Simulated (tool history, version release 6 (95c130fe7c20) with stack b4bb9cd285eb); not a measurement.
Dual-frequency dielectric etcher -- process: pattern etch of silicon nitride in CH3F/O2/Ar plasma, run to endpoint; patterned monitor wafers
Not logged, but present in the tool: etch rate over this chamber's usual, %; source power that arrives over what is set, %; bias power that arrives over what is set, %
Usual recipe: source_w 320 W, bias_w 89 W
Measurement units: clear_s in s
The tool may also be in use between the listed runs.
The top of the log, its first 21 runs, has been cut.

run	hour	source_w	bias_w	wafers since the last listed run	hours since the last wet clean	hours since the last source power generator calibration	hours since the last bias power generator calibration	hours since the last upper electrode change	incoming incoming film thickness, nm	clear_s
22	2157.1	320	110	935	132.9	904.3	829.3	308.4	40.31	56.4
23	2348.7	290	108	2594	324.5	1095.9	1020.9	500.0	40.22	59.2
24	2450.6	280	81	1379	426.4	1197.8	1122.8	601.9	40.47	68.8
25	2499.6	320	89	663	475.4	1246.8	1171.8	650.9	40.09	60.0
26	2605.9	320	106	1439	581.7	1353.1	1278.1	757.2	40.13	55.6
# hour 2656.8: wet clean of the chamber
27	2657.3	350	77	371	0.5	1404.5	1329.5	808.6	40.05	63.1
28	2707.3	370	83	677	50.5	1454.5	1379.5	858.6	40.19	59.7
29	2747.4	320	89	543	90.6	1494.6	1419.6	898.7	40.47	62.6
30	2847.3	320	89	1352	190.5	1594.5	1519.5	998.6	39.90	61.4

Below are 3 alternative next runs, each starting from the tool's condition after run 30. Predict each:
A	2847.7	320	99	5	190.9	1594.9	1519.9	999.0	40.26	?
B	2847.7	350	97	5	190.9	1594.9	1519.9	999.0	40.26	?
C	2847.7	270	104	5	190.9	1594.9	1519.9	999.0	40.26	?

run	clear_s
A	59.1
B	56.6
C	64.2
Without the tool's hidden state the same runs would have given:
run	clear_s
A	60.0
B	57.5
C	65.3
